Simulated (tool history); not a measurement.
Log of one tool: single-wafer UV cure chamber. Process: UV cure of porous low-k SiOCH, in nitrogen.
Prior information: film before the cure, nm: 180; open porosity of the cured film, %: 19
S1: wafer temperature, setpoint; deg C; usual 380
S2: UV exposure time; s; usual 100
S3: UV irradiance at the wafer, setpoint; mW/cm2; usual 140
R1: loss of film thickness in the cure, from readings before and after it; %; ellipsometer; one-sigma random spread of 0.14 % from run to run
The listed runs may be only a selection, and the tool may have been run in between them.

run 1 hour=0.0 | S1=380 S2=100 S3=140 | R1=9.176
run 2 hour=25.3 | S1=380 S2=100 S3=140 | R1=9.105
-- hour=160.7 quartz window cleaned
run 3 hour=182.7 | S1=380 S2=100 S3=140 | R1=8.774
run 4 hour=247.2 | S1=380 S2=100 S3=140 | R1=8.853
run 5 hour=301.6 | S1=380 S2=100 S3=140 | R1=8.864
run 6 hour=384.5 | S1=380 S2=65 S3=140 | R1=6.869
run 7 hour=426.0 | S1=380 S2=65 S3=140 | R1=6.830
run 8 hour=476.2 | S1=380 S2=65 S3=140 | R1=6.739
run 9 hour=502.7 | S1=387 S2=100 S3=121 | R1=8.039
run 10 hour=538.6 | S1=387 S2=100 S3=121 | R1=7.815
run 11 hour=580.1 | S1=387 S2=100 S3=121 | R1=7.895
run 12 hour=637.0 | S1=380 S2=100 S3=140 | R1=8.299
run 13 hour=680.0 | S1=380 S2=100 S3=140 | R1=8.081
run 14 hour=712.3 | S1=380 S2=100 S3=140 | R1=8.016
-- hour=773.1 UV bulbs replaced
run 15 hour=773.6 | S1=380 S2=100 S3=140 | R1=9.831
run 16 hour=797.1 | S1=380 S2=100 S3=140 | R1=9.927
run 17 hour=848.1 | S1=380 S2=100 S3=140 | R1=9.827
-- hour=883.0 quartz window cleaned
run 18 hour=900.6 | S1=380 S2=100 S3=140 | R1=10.001
run 19 hour=963.3 | S1=380 S2=100 S3=140 | R1=9.800
run 20 hour=1007.0 | S1=391 S2=100 S3=128 | R1=9.600
run 21 hour=1034.0 | S1=380 S2=100 S3=112 | R1=8.683
run 22 hour=1082.2 | S1=389 S2=100 S3=140 | R1=10.189
run 23 hour=1132.1 | S1=380 S2=100 S3=140 | R1=9.877
run 24 hour=1190.7 | S1=400 S2=100 S3=165 | R1=10.798
run 25 hour=1237.2 | S1=380 S2=100 S3=140 | R1=9.879
run 26 hour=1307.6 | S1=399 S2=155 S3=151 | R1=12.327
run 27 hour=1516.5 | S1=400 S2=70 S3=150 | R1=8.704
-- hour=1576.9 quartz window cleaned
run 28 hour=1577.4 | S1=363 S2=155 S3=129 | R1=10.876
run 29 hour=1610.6 | S1=380 S2=100 S3=140 | R1=9.723
run 30 hour=1650.1 | S1=380 S2=100 S3=110 | R1=8.370
run 31 hour=1704.6 | S1=369 S2=100 S3=110 | R1=8.201
run 32 hour=1761.2 | S1=380 S2=100 S3=140 | R1=9.570
run 33 hour=1830.8 | S1=380 S2=100 S3=140 | R1=9.538
run 34 hour=1891.2 | S1=362 S2=100 S3=140 | R1=8.856
run 35 hour=1949.3 | S1=380 S2=60 S3=140 | R1=7.139
run 36 hour=1978.3 | S1=391 S2=70 S3=140 | R1=8.046
run 37 hour=2048.8 | S1=380 S2=100 S3=169 | R1=9.993
run 38 hour=2083.7 | S1=380 S2=100 S3=140 | R1=9.166

Below are 4 alternative next runs, each starting from the tool's condition after run 38. Predict each:
run A hour=2084.2 | S1=380 S2=100 S3=140 | R1=?
run B hour=2084.2 | S1=363 S2=150 S3=168 | R1=?
run C hour=2084.2 | S1=380 S2=100 S3=117 | R1=?
run D hour=2084.2 | S1=364 S2=50 S3=154 | R1=?

run=A R1=9.229
run=B R1=11.541
run=C R1=8.458
run=D R1=6.467
With the hidden condition removed and each run's random variation left untouched, the same runs would have given:
run=A R1=9.923
run=B R1=12.281
run=C R1=9.138
run=D R1=7.100
